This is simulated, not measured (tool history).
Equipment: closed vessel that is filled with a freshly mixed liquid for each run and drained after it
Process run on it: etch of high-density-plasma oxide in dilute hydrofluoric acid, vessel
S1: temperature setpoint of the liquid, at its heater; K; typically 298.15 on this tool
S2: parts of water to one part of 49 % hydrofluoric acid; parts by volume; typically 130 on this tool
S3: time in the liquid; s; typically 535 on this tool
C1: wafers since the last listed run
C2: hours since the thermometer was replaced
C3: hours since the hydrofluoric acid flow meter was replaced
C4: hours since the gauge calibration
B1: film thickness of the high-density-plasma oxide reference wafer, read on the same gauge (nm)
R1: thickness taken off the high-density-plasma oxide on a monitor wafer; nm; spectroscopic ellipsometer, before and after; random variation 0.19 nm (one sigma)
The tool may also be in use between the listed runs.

run,day,S1,S2,S3,C1,C2,C3,C4,B1,R1
1,0,298.15,130,535,0,2237.2,670.7,95.6,39.99,23.83
2,0.554,298.15,130,535,940,2250.5,684,108.9,40.04,23.96
3,1.088,298.15,130,535,905,2263.3,696.8,121.7,40.03,23.66
4,1.362,298.15,130,535,466,2269.9,703.4,128.3,40.01,23.71
5,1.612,298.15,145,640,424,2275.9,709.4,134.3,40.01,24.81
6,2.717,298.15,130,535,1874,2302.4,735.9,160.8,40.01,23.79
7,3.167,298.15,130,535,764,2313.2,746.7,171.6,39.99,23.42
8,3.658,298.15,130,535,834,2325,758.5,183.4,40.01,23.52
# day 4.088: thermometer replaced
9,4.175,295.15,130,535,806,2.1,770.9,195.8,39.96,20.98
10,4.925,295.15,130,535,1273,20.1,788.9,213.8,39.97,21.08
# day 5.35: gauge calibrated
11,5.658,295.15,130,535,1245,37.7,806.5,7.4,39.99,21.06
12,6.171,298.15,130,535,870,50,818.8,19.7,40.02,23.61
13,6.675,298.15,130,535,855,62.1,830.9,31.8,40.01,23.45
14,7.008,298.15,100,770,565,70.1,838.9,39.8,40.01,45.73
15,7.679,296.65,165,785,1138,86.2,855,55.9,40.01,24.76
16,7.933,298.15,130,535,431,92.3,861.1,62,40,23.69
17,8.217,298.15,165,705,481,99.1,867.9,68.8,40,23.75
18,8.6,298.15,130,535,650,108.3,877.1,78,39.95,23.38

Run 19 comes next. What will it give?
# day 8.812: hydrofluoric acid flow meter replaced
19,8.996,299.65,85,365,601,117.8,4.4,87.5,?,?

Run 19 came out at B1 40.02, R1 27.56 nm.
The same run, on a tool lacking any hidden state, would have yielded R1 27.56 nm.
